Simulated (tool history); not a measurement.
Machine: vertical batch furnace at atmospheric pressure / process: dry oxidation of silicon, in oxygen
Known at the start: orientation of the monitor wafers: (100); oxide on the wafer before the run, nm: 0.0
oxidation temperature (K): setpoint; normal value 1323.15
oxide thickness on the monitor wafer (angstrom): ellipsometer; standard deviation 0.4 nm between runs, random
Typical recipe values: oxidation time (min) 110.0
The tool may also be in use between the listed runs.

run    hour  oxidation temperature (K)  oxidation time (min)  read-back reference wafer on the same gauge, thickness  oxide thickness on the monitor wafer (angstrom)
  1     0.0                    1323.15                 110.0                                                  106.92                                           1175.1
  2    81.6                    1323.15                 110.0                                                  106.86                                           1175.7
  3   145.9                    1323.15                 110.0                                                  107.09                                           1172.8
  4   187.2                    1323.15                 110.0                                                  107.01                                           1176.6
  5   233.6                    1323.15                 110.0                                                  106.99                                           1168.0
  6   295.1                    1323.15                 110.0                                                  106.93                                           1170.5
  7   334.1                    1323.15                 110.0                                                  107.04                                           1174.2
  8   371.3                    1323.15                 110.0                                                  107.19                                           1177.9
  9   458.0                    1323.15                 110.0                                                  107.05                                           1175.2
 10   509.7                    1323.15                 110.0                                                  106.96                                           1176.0
 11   605.4                    1323.15                 110.0                                                  107.00                                           1169.0
 12   657.7                    1332.15                 110.0                                                  107.01                                           1256.9
 13   725.4                    1332.15                 110.0                                                  106.91                                           1259.1
 14   816.6                    1323.15                 110.0                                                  106.90                                           1168.4
 15   899.2                    1323.15                  68.0                                                  106.74                                            850.5
 16   992.7                    1323.15                  68.0                                                  107.06                                            849.5
 17  1074.8                    1323.15                  68.0                                                  107.08                                            846.9
     1202.3  -- gauge calibrated
     1285.5  -- boat lift adjusted
     1388.9  -- thermocouples replaced and temperature profile calibrated
 18  1389.4                    1323.15                 110.0                                                  107.06                                           1127.7
 19  1576.8                    1336.15                 110.0                                                  106.99                                           1249.7
 20  1651.2                    1338.15                 135.5                                                  106.93                                           1458.2
 21  1716.1                    1323.15                  96.0                                                  107.04                                           1037.5
     1839.7  -- boat lift adjusted, repeated, since the last time left the tool worse
 22  1840.2                    1310.15                  75.0                                                  107.04                                            814.3
 23  1911.7                    1340.15                  72.5                                                  107.11                                           1025.3
 24  1970.1                    1338.15                 135.5                                                  107.02                                           1509.3
 25  2048.9                    1313.15                 142.0                                                  106.94                                           1277.7
 26  2086.9                    1323.15                 110.0                                                  107.12                                           1176.7
 27  2183.1                    1323.15                 110.0                                                  106.92                                           1168.6
 28  2287.2                    1342.15                  90.5                                                  106.94                                           1194.2
 29  2371.9                    1307.15                 110.0                                                  107.05                                           1027.6
 30  2464.2                    1333.15                  57.5                                                  106.83                                            834.1
 31  2561.9                    1323.15                  68.0                                                  106.98                                            855.3
 32  2602.3                    1303.15                 110.0                                                  106.90                                            987.7
 33  2661.4                    1323.15                  68.0                                                  106.95                                            848.5
 34  2793.5                    1338.15                 110.0                                                  107.09                                           1314.6
 35  2852.4                    1344.15                  69.0                                                  106.87                                           1016.8
     2900.4  -- thermocouples replaced and temperature profile calibrated
 36  2942.6                    1323.15                 110.0                                                  107.05                                           1167.3

Subtracting, for every run, the result it would have given without the tool's unlogged condition from the measured result gives the following. The same run-to-run variation enters both numbers; the gauge's scatter may not:
Hidden conditions of the tool in this case: true tube temperature minus thermocouple reading, K; monitor wafer colder than the profiled boat position, K; gauge reads high (%).
run  oxide thickness on the monitor wafer (angstrom)
  1                                             -3.3
  2                                             -3.9
  3                                             -4.5
  4                                             -4.8
  5                                             -5.3
  6                                             -5.9
  7                                             -6.4
  8                                             -6.8
  9                                             -7.8
 10                                             -8.4
 11                                             -9.7
 12                                            -10.8
 13                                            -11.9
 14                                            -12.8
 15                                            -10.6
 16                                            -11.8
 17                                            -12.9
 18                                            -47.0
 19                                            -49.8
 20                                            -56.7
 21                                            -44.6
 22                                             -4.3
 23                                             -4.9
 24                                             -6.9
 25                                             -6.5
 26                                             -6.0
 27                                             -6.3
 28                                             -6.4
 29                                             -6.7
 30                                             -5.5
 31                                             -6.3
 32                                             -7.8
 33                                             -6.8
 34                                            -10.8
 35                                             -9.0
 36                                            -11.7
